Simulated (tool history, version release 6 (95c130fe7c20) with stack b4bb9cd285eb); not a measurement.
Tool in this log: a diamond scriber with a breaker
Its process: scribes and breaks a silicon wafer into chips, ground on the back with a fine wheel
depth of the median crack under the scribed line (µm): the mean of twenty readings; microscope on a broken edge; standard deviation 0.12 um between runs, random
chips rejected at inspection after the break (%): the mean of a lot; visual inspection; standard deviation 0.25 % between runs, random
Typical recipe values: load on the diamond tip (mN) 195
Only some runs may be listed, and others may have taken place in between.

run	hour	load on the diamond tip (mN)	incoming depth of the damage left on the back of the incoming wafer, um	depth of the median crack under the scribed line (µm)	chips rejected at inspection after the break (%)
1	0.0	169	1.61	5.56	4.80
2	24.6	195	2.32	6.00	5.29
3	61.3	195	1.96	6.07	4.35
4	114.5	195	2.75	6.08	9.03
5	150.2	195	2.96	5.96	12.51
6	198.7	235	2.98	6.56	7.89
7	227.3	235	2.88	6.47	7.42
8	270.2	235	2.64	6.43	6.90
9	303.5	217	2.24	6.04	6.29
# hour 332.9: diamond tip replaced by a new one
10	507.4	250	1.89	7.13	3.04
11	576.6	195	1.86	6.00	4.35
12	607.6	164	2.89	5.31	19.24
13	632.0	195	2.17	5.73	6.86
# hour 676.1: load on the tip recalibrated
14	676.6	195	2.83	5.98	12.06
15	719.5	162	2.82	5.16	21.19
# hour 775.1: diamond tip replaced by a new one
16	781.8	240	2.41	7.44	5.66
17	910.0	216	2.37	6.58	3.95
18	962.8	175	2.22	5.79	7.38
19	997.7	195	2.89	6.04	10.30

Below are 5 alternative next runs, each starting from the tool's condition after run 19. Predict each:
A	998.3	139	1.55	?	?
B	998.3	224	1.55	?	?
C	998.3	230	1.55	?	?
D	998.3	221	1.55	?	?
E	998.3	149	1.55	?	?

run	depth of the median crack under the scribed line (µm)	chips rejected at inspection after the break (%)
A	5.05	14.10
B	6.86	1.81
C	6.98	1.86
D	6.80	1.82
E	5.28	10.93
With the hidden condition removed and each run's random variation left untouched, the same runs would have given:
run	depth of the median crack under the scribed line (µm)	chips rejected at inspection after the break (%)
A	5.47	8.75
B	7.42	2.67
C	7.55	3.07
D	7.36	2.49
E	5.71	6.36

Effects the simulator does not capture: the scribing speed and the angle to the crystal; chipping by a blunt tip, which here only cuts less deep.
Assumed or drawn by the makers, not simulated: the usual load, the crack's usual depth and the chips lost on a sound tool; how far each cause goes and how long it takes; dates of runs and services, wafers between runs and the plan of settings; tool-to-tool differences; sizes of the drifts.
